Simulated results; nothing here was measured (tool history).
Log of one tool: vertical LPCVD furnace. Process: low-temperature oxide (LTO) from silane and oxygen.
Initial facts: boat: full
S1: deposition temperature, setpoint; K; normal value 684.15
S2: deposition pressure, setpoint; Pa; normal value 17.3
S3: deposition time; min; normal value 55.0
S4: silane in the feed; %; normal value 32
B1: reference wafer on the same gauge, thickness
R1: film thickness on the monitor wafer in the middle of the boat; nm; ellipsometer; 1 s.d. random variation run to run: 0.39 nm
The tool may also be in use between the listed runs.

run   hour      S1    S2    S3  S4      B1      R1
  1    0.0  684.15  17.3  55.0  36  304.94  314.77
  2   24.9  684.15  17.3  55.0  36  304.76  315.76
  3   53.4  684.15  17.3  55.0  36  305.02  316.36
  4   84.6  684.15  17.3  55.0  32  305.04  271.63
  5  114.8  684.15  17.3  55.0  32  304.97  271.68
     149.1  -- pressure gauge zeroed
     172.0  -- silane flow controller replaced
  6  172.5  684.15  17.3  55.0  32  305.02  273.14
  7  177.6  684.15  20.7  55.0  32  305.14  324.74
  8  182.6  684.15  17.3  55.0  30  304.98  249.26
     214.9  -- thermocouples replaced and temperature profile calibrated
  9  215.4  684.15  15.3  72.5  32  305.00  305.28
 10  220.5  674.15  17.3  46.5  32  305.15  197.29
     233.6  -- gauge calibrated
 11  235.0  672.15  17.3  55.0  26  304.97  167.26
 12  253.7  684.15  14.0  55.0  32  305.04  211.77
 13  283.2  684.15  17.3  55.0  36  305.13  305.65
 14  304.4  684.15  17.3  55.0  32  305.02  260.85

3 ways to go on from here, each from the tool as it stands after run 14. What would each give?
  A  309.5  684.15  17.3  55.0  32   ?   ?
  B  309.5  684.15  17.3  69.5  32   ?   ?
  C  309.5  684.15  17.3  72.0  38   ?   ?

run      B1      R1
  A  304.91  261.79
  B  304.91  330.80
  C  304.91  428.58
What these runs would have given with no unlogged condition in the tool:
run      R1
  A  259.59
  B  328.02
  C  425.15
